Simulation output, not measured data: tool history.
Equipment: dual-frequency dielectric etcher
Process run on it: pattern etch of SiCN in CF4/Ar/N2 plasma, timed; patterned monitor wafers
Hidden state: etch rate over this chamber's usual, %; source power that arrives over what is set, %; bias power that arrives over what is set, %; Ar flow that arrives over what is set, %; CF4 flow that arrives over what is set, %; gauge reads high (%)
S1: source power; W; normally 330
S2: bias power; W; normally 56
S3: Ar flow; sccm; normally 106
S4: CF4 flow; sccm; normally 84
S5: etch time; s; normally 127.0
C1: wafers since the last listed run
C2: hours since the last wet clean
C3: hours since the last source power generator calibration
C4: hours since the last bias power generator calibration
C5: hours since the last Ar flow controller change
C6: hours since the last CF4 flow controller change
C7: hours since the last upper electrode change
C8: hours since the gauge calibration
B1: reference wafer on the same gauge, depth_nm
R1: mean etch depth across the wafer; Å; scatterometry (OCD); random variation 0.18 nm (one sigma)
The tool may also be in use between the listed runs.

run,hour,S1,S2,S3,S4,S5,C1,C2,C3,C4,C5,C6,C7,C8,B1,R1
1,0.0,330,56,106,84,127.0,0,90.3,1410.1,4418.7,2017.4,50.4,4024.8,889.7,85.6,720
2,44.1,330,56,106,84,127.0,420,134.4,1454.2,4462.8,2061.5,94.5,4068.9,933.8,85.6,719
3,106.9,330,56,86,84,127.0,598,197.2,1517.0,4525.6,2124.3,157.3,4131.7,996.6,85.6,732
# hour 110.2: gauge calibrated
4,162.2,300,56,115,72,137.5,526,252.5,1572.3,4580.9,2179.6,212.6,4187.0,52.0,85.6,693
5,186.4,330,56,106,84,127.0,230,276.7,1596.5,4605.1,2203.8,236.8,4211.2,76.2,85.6,719
# hour 218.1: source power generator calibrated
# hour 221.3: Ar flow controller replaced
6,221.8,290,46,106,68,127.0,269,312.1,3.7,4640.5,0.5,272.2,4246.6,111.6,85.7,594
# hour 280.5: upper electrode replaced
7,287.8,330,56,106,84,91.0,400,378.1,69.7,4706.5,66.5,338.2,7.3,177.6,85.6,516
# hour 341.4: bias power generator calibrated
8,346.5,330,46,132,70,127.0,520,436.8,128.4,5.1,125.2,396.9,66.0,236.3,85.6,651
9,391.9,330,56,106,84,127.0,432,482.2,173.8,50.5,170.6,442.3,111.4,281.7,85.6,718
# hour 451.4: wet clean of the chamber
10,451.9,330,56,106,84,127.0,342,0.5,233.8,110.5,230.6,502.3,171.4,341.7,85.6,719
11,479.3,330,56,106,84,127.0,260,27.9,261.2,137.9,258.0,529.7,198.8,369.1,85.5,722
12,545.2,330,56,106,84,127.0,627,93.8,327.1,203.8,323.9,595.6,264.7,435.0,85.6,719
13,598.1,330,56,106,84,127.0,503,146.7,380.0,256.7,376.8,648.5,317.6,487.9,85.6,721
14,622.3,330,56,106,105,127.0,230,170.9,404.2,280.9,401.0,672.7,341.8,512.1,85.6,747
15,690.2,280,68,118,84,112.0,646,238.8,472.1,348.8,468.9,740.6,409.7,580.0,85.6,571
16,759.7,330,56,106,84,127.0,661,308.3,541.6,418.3,538.4,810.1,479.2,649.5,85.6,721
17,822.0,330,68,106,93,127.0,593,370.6,603.9,480.6,600.7,872.4,541.5,711.8,85.6,763
18,863.9,300,52,106,84,127.0,399,412.5,645.8,522.5,642.6,914.3,583.4,753.7,85.6,650
19,888.9,370,56,106,84,144.5,238,437.5,670.8,547.5,667.6,939.3,608.4,778.7,85.6,899
20,949.5,330,56,106,84,127.0,577,498.1,731.4,608.1,728.2,999.9,669.0,839.3,85.6,719
21,1016.3,330,56,106,89,127.0,636,564.9,798.2,674.9,795.0,1066.7,735.8,906.1,85.6,729
# hour 1043.3: gauge calibrated
# hour 1055.1: wet clean of the chamber
22,1085.8,330,56,127,84,127.0,433,30.7,867.7,744.4,864.5,1136.2,805.3,42.5,85.6,706

Branching from run 22: 3 alternative next runs. What would each branch give?
A,1086.3,330,56,106,84,127.0,4,31.2,868.2,744.9,865.0,1136.7,805.8,43.0,?,?
B,1086.3,400,69,86,69,127.0,4,31.2,868.2,744.9,865.0,1136.7,805.8,43.0,?,?
C,1086.3,300,56,125,84,110.0,4,31.2,868.2,744.9,865.0,1136.7,805.8,43.0,?,?

run,B1,R1
A,85.6,720
B,85.6,876
C,85.6,565
With the hidden condition removed and each run's random variation left untouched, the same runs would have given:
run,R1
A,720
B,876
C,565

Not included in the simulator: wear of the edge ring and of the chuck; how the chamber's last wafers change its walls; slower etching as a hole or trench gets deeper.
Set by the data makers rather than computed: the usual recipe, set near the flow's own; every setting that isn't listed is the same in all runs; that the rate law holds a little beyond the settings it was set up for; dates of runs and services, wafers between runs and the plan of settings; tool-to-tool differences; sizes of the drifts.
